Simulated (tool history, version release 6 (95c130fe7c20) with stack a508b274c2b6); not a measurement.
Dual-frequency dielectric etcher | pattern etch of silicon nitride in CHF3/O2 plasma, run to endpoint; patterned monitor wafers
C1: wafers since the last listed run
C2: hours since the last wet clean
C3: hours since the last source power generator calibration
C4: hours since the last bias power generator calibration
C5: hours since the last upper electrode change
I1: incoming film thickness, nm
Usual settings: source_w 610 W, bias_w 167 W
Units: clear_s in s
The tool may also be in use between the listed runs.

run 1 hour=0 | source_w=610 bias_w=167 | C1=0 C2=357.7 C3=1306.4 C4=2533.5 C5=3893.2 | I1=105.7 | clear_s=74.7
run 2 hour=24.2 | source_w=610 bias_w=167 | C1=159 C2=381.9 C3=1330.6 C4=2557.7 C5=3917.4 | I1=105.6 | clear_s=74.5
-- hour=95.8 wet clean of the chamber
run 3 hour=146.4 | source_w=720 bias_w=193 | C1=646 C2=50.6 C3=1452.8 C4=2679.9 C5=4039.6 | I1=104.9 | clear_s=67.9
run 4 hour=208.8 | source_w=720 bias_w=193 | C1=410 C2=113 C3=1515.2 C4=2742.3 C5=4102 | I1=105 | clear_s=67.8
run 5 hour=280.4 | source_w=610 bias_w=167 | C1=471 C2=184.6 C3=1586.8 C4=2813.9 C5=4173.6 | I1=104.7 | clear_s=74.8
run 6 hour=330.4 | source_w=610 bias_w=167 | C1=328 C2=234.6 C3=1636.8 C4=2863.9 C5=4223.6 | I1=105.9 | clear_s=74.9
run 7 hour=379.9 | source_w=610 bias_w=167 | C1=325 C2=284.1 C3=1686.3 C4=2913.4 C5=4273.1 | I1=104.7 | clear_s=73.4
run 8 hour=432.1 | source_w=610 bias_w=167 | C1=343 C2=336.3 C3=1738.5 C4=2965.6 C5=4325.3 | I1=105 | clear_s=73
run 9 hour=497.7 | source_w=610 bias_w=182 | C1=431 C2=401.9 C3=1804.1 C4=3031.2 C5=4390.9 | I1=104.9 | clear_s=70
run 10 hour=523.9 | source_w=610 bias_w=149 | C1=172 C2=428.1 C3=1830.3 C4=3057.4 C5=4417.1 | I1=105 | clear_s=75
-- hour=579.9 wet clean of the chamber
run 11 hour=581.2 | source_w=610 bias_w=149 | C1=219 C2=1.3 C3=1887.6 C4=3114.7 C5=4474.4 | I1=104.4 | clear_s=77.8
run 12 hour=647.3 | source_w=610 bias_w=149 | C1=434 C2=67.4 C3=1953.7 C4=3180.8 C5=4540.5 | I1=105.5 | clear_s=78.2
run 13 hour=696.5 | source_w=610 bias_w=167 | C1=323 C2=116.6 C3=2002.9 C4=3230 C5=4589.7 | I1=104.8 | clear_s=74.3
-- hour=711 source power generator calibrated
run 14 hour=733.6 | source_w=610 bias_w=167 | C1=217 C2=153.7 C3=22.6 C4=3267.1 C5=4626.8 | I1=105 | clear_s=73.7
run 15 hour=775 | source_w=610 bias_w=167 | C1=272 C2=195.1 C3=64 C4=3308.5 C5=4668.2 | I1=105.8 | clear_s=75.1
run 16 hour=840.6 | source_w=610 bias_w=176 | C1=431 C2=260.7 C3=129.6 C4=3374.1 C5=4733.8 | I1=104.7 | clear_s=73.2
run 17 hour=866.9 | source_w=610 bias_w=176 | C1=173 C2=287 C3=155.9 C4=3400.4 C5=4760.1 | I1=104.8 | clear_s=72.8
run 18 hour=930.2 | source_w=510 bias_w=128 | C1=416 C2=350.3 C3=219.2 C4=3463.7 C5=4823.4 | I1=104.9 | clear_s=83.5
run 19 hour=970.4 | source_w=610 bias_w=167 | C1=264 C2=390.5 C3=259.4 C4=3503.9 C5=4863.6 | I1=104.8 | clear_s=73.2
-- hour=995.2 wet clean of the chamber
run 20 hour=1010 | source_w=610 bias_w=138 | C1=102 C2=14.8 C3=299 C4=3543.5 C5=4903.2 | I1=105.3 | clear_s=79.7
run 21 hour=1066.5 | source_w=520 bias_w=191 | C1=371 C2=71.3 C3=355.5 C4=3600 C5=4959.7 | I1=104.2 | clear_s=74.9
run 22 hour=1097.9 | source_w=610 bias_w=167 | C1=206 C2=102.7 C3=386.9 C4=3631.4 C5=4991.1 | I1=105.5 | clear_s=74.5
run 23 hour=1142.9 | source_w=610 bias_w=167 | C1=296 C2=147.7 C3=431.9 C4=3676.4 C5=5036.1 | I1=105.4 | clear_s=74.6
run 24 hour=1203.3 | source_w=550 bias_w=167 | C1=397 C2=208.1 C3=492.3 C4=3736.8 C5=5096.5 | I1=105 | clear_s=77.5
run 25 hour=1231.5 | source_w=500 bias_w=193 | C1=185 C2=236.3 C3=520.5 C4=3765 C5=5124.7 | I1=105 | clear_s=76.2
-- hour=1272.5 upper electrode replaced
run 26 hour=1288.7 | source_w=690 bias_w=167 | C1=218 C2=293.5 C3=577.7 C4=3822.2 C5=16.2 | I1=105.1 | clear_s=71.4
-- hour=1326.3 bias power generator calibrated
run 27 hour=1353.9 | source_w=520 bias_w=181 | C1=402 C2=358.7 C3=642.9 C4=27.6 C5=81.4 | I1=104.9 | clear_s=75.8
run 28 hour=1424.7 | source_w=470 bias_w=149 | C1=465 C2=429.5 C3=713.7 C4=98.4 C5=152.2 | I1=104.2 | clear_s=81.6
-- hour=1484.3 wet clean of the chamber
run 29 hour=1494.6 | source_w=610 bias_w=167 | C1=301 C2=10.3 C3=783.6 C4=168.3 C5=222.1 | I1=105.9 | clear_s=74.9
run 30 hour=1550.4 | source_w=610 bias_w=167 | C1=367 C2=66.1 C3=839.4 C4=224.1 C5=277.9 | I1=105 | clear_s=75.3
run 31 hour=1577.8 | source_w=610 bias_w=167 | C1=180 C2=93.5 C3=866.8 C4=251.5 C5=305.3 | I1=105.2 | clear_s=75.2
run 32 hour=1606.6 | source_w=670 bias_w=187 | C1=189 C2=122.3 C3=895.6 C4=280.3 C5=334.1 | I1=104.3 | clear_s=69.8
run 33 hour=1653.4 | source_w=740 bias_w=194 | C1=307 C2=169.1 C3=942.4 C4=327.1 C5=380.9 | I1=104.6 | clear_s=66.7
run 34 hour=1696.9 | source_w=530 bias_w=181 | C1=286 C2=212.6 C3=985.9 C4=370.6 C5=424.4 | I1=105.5 | clear_s=75.4
run 35 hour=1728.6 | source_w=610 bias_w=131 | C1=208 C2=244.3 C3=1017.6 C4=402.3 C5=456.1 | I1=105.9 | clear_s=79.4
run 36 hour=1776.5 | source_w=680 bias_w=185 | C1=315 C2=292.2 C3=1065.5 C4=450.2 C5=504 | I1=105.3 | clear_s=68.9

The tool's hidden state at each run:
source power that arrives over what is set, %: 0 in every run
bias power that arrives over what is set, %: 0 in every run
H1: etch rate over this chamber's usual, %
run=1 H1=3.02
run=2 H1=3.22
run=3 H1=0.969
run=4 H1=1.48
run=5 H1=2.08
run=6 H1=2.49
run=7 H1=2.9
run=8 H1=3.33
run=9 H1=3.87
run=10 H1=4.09
run=11 H1=0.00824
run=12 H1=0.554
run=13 H1=0.96
run=14 H1=1.27
run=15 H1=1.61
run=16 H1=2.15
run=17 H1=2.37
run=18 H1=2.89
run=19 H1=3.22
run=20 H1=0.167
run=21 H1=0.634
run=22 H1=0.893
run=23 H1=1.26
run=24 H1=1.76
run=25 H1=2
run=26 H1=2.47
run=27 H1=3.01
run=28 H1=3.59
run=29 H1=1.02
run=30 H1=1.48
run=31 H1=1.71
run=32 H1=1.95
run=33 H1=2.33
run=34 H1=2.69
run=35 H1=2.95
run=36 H1=3.35
